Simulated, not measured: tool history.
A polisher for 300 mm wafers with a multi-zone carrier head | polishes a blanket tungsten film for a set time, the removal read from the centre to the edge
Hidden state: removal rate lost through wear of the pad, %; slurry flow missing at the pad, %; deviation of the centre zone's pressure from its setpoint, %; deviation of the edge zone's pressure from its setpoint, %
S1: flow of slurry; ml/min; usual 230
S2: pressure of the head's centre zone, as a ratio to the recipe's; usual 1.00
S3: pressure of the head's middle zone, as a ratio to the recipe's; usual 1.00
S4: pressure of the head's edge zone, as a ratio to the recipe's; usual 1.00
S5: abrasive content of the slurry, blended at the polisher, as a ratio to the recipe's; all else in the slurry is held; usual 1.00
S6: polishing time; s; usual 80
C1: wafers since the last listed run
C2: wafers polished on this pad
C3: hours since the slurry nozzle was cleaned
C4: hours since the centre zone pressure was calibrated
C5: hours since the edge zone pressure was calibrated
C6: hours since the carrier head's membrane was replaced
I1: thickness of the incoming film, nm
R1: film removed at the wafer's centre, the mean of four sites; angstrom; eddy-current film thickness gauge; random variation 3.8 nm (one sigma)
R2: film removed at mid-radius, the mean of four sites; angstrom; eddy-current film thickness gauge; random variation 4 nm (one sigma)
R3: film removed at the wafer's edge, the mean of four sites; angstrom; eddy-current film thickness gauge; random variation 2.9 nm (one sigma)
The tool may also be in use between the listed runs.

Run 1, hour 0.0: usual settings but S5 1.20; C1 0; C2 729; C3 255.2; C4 850.4; C5 313.8; C6 378.8; I1 1426.7. Result: R1 4088 angstrom, R2 3899 angstrom, R3 3890 angstrom.
Run 2, hour 20.0: usual settings but S5 1.20; C1 225; C2 954; C3 275.2; C4 870.4; C5 333.8; C6 398.8; I1 1449.2. Result: R1 4065 angstrom, R2 3957 angstrom, R3 3882 angstrom.
Run 3, hour 49.9: usual settings; C1 337; C2 1291; C3 305.1; C4 900.3; C5 363.7; C6 428.7; I1 1449.8. Result: R1 3954 angstrom, R2 3739 angstrom, R3 3690 angstrom.
At hour 65.1: worn pad replaced by a new one.
Run 4, hour 77.4: usual settings; C1 264; C2 138; C3 332.6; C4 927.8; C5 391.2; C6 456.2; I1 1459.4. Result: R1 3900 angstrom, R2 3713 angstrom, R3 3721 angstrom.
Run 5, hour 96.9: usual settings; C1 219; C2 358; C3 352.1; C4 947.3; C5 410.7; C6 475.7; I1 1455.1. Result: R1 3929 angstrom, R2 3672 angstrom, R3 3719 angstrom.
Run 6, hour 127.1: usual settings but S2 0.92; C1 340; C2 699; C3 382.3; C4 977.5; C5 440.9; C6 505.9; I1 1442.2. Result: R1 3655 angstrom, R2 3653 angstrom, R3 3694 angstrom.
Run 7, hour 143.5: usual settings; C1 184; C2 884; C3 398.7; C4 993.9; C5 457.3; C6 522.3; I1 1440.2. Result: R1 3971 angstrom, R2 3733 angstrom, R3 3666 angstrom.
Run 8, hour 167.4: usual settings; C1 269; C2 1153; C3 422.6; C4 1017.8; C5 481.2; C6 546.2; I1 1450.7. Result: R1 3943 angstrom, R2 3718 angstrom, R3 3692 angstrom.
At hour 190.3: worn pad replaced by a new one.
Run 9, hour 192.6: usual settings; C1 239; C2 25; C3 447.8; C4 1043.0; C5 506.4; C6 571.4; I1 1442.9. Result: R1 3945 angstrom, R2 3669 angstrom, R3 3669 angstrom.
Run 10, hour 208.2: usual settings but S1 205 ml/min; C1 175; C2 201; C3 463.4; C4 1058.6; C5 522.0; C6 587.0; I1 1426.9. Result: R1 3874 angstrom, R2 3667 angstrom, R3 3662 angstrom.
Run 11, hour 227.7: usual settings; C1 219; C2 421; C3 482.9; C4 1078.1; C5 541.5; C6 606.5; I1 1434.8. Result: R1 3976 angstrom, R2 3720 angstrom, R3 3717 angstrom.
Run 12, hour 256.0: usual settings but S2 0.90, S5 1.20; C1 319; C2 740; C3 511.2; C4 1106.4; C5 569.8; C6 634.8; I1 1459.2. Result: R1 3778 angstrom, R2 3995 angstrom, R3 3851 angstrom.
Run 13, hour 272.0: usual settings but S1 190 ml/min, S5 1.30; C1 180; C2 920; C3 527.2; C4 1122.4; C5 585.8; C6 650.8; I1 1433.4. Result: R1 4166 angstrom, R2 3904 angstrom, R3 3880 angstrom.
At hour 279.3: slurry nozzle cleaned.
Run 14, hour 287.1: usual settings but S1 160 ml/min, S3 1.09; C1 158; C2 1079; C3 7.8; C4 1137.5; C5 600.9; C6 665.9; I1 1452.5. Result: R1 3727 angstrom, R2 3768 angstrom, R3 3530 angstrom.
At hour 300.2: carrier head's membrane replaced by a new one.
Run 15, hour 302.3: usual settings but S1 200 ml/min, S3 1.05, S6 103 s; C1 114; C2 1194; C3 23.0; C4 1152.7; C5 616.1; C6 2.1; I1 1465.1. Result: R1 5041 angstrom, R2 4822 angstrom, R3 4699 angstrom.
At hour 312.3: centre zone pressure recalibrated.
Run 16, hour 317.3: usual settings but S2 0.93, S6 57 s; C1 146; C2 1341; C3 38.0; C4 5.0; C5 631.1; C6 17.1; I1 1459.6. Result: R1 2415 angstrom, R2 2673 angstrom, R3 2663 angstrom.
At hour 331.7: edge zone pressure recalibrated.
At hour 331.9: worn pad replaced by a new one.
Run 17, hour 332.4: usual settings but S5 1.15; C1 145; C2 5; C3 53.1; C4 20.1; C5 0.7; C6 32.2; I1 1430.3. Result: R1 3863 angstrom, R2 3823 angstrom, R3 3844 angstrom.
Run 18, hour 343.1: usual settings but S1 170 ml/min; C1 120; C2 126; C3 63.8; C4 30.8; C5 11.4; C6 42.9; I1 1431.8. Result: R1 3445 angstrom, R2 3467 angstrom, R3 3562 angstrom.
Run 19, hour 361.7: usual settings but S3 0.94; C1 209; C2 335; C3 82.4; C4 49.4; C5 30.0; C6 61.5; I1 1456.8. Result: R1 3684 angstrom, R2 3547 angstrom, R3 3726 angstrom.
Run 20, hour 379.6: usual settings but S1 180 ml/min, S6 73 s; C1 201; C2 537; C3 100.3; C4 67.3; C5 47.9; C6 79.4; I1 1444.1. Result: R1 3143 angstrom, R2 3277 angstrom, R3 3279 angstrom.
Run 21, hour 400.5: usual settings but S1 285 ml/min, S2 0.88, S3 0.92, S4 1.03; C1 235; C2 773; C3 121.2; C4 88.2; C5 68.8; C6 100.3; I1 1443.2. Result: R1 3276 angstrom, R2 3528 angstrom, R3 3767 angstrom.
At hour 446.5: worn pad replaced by a new one.
Run 22, hour 456.2: usual settings; C1 582; C2 108; C3 176.9; C4 143.9; C5 124.5; C6 156.0; I1 1451.4. Result: R1 3675 angstrom, R2 3710 angstrom, R3 3693 angstrom.

The same runs without the tool's hidden state, with the same run-to-run variation:
run    R1
  1  3884
  2  3854
  3  3734
  4  3671
  5  3688
  6  3416
  7  3705
  8  3667
  9  3657
 10  3583
 11  3666
 12  3467
 13  3817
 14  3407
 15  4597
 16  2432
 17  3891
 18  3469
 19  3709
 20  3164
 21  3298
 22  3696
R2: within 3 angstrom of the measured result in every run.
R3: as measured in every run.
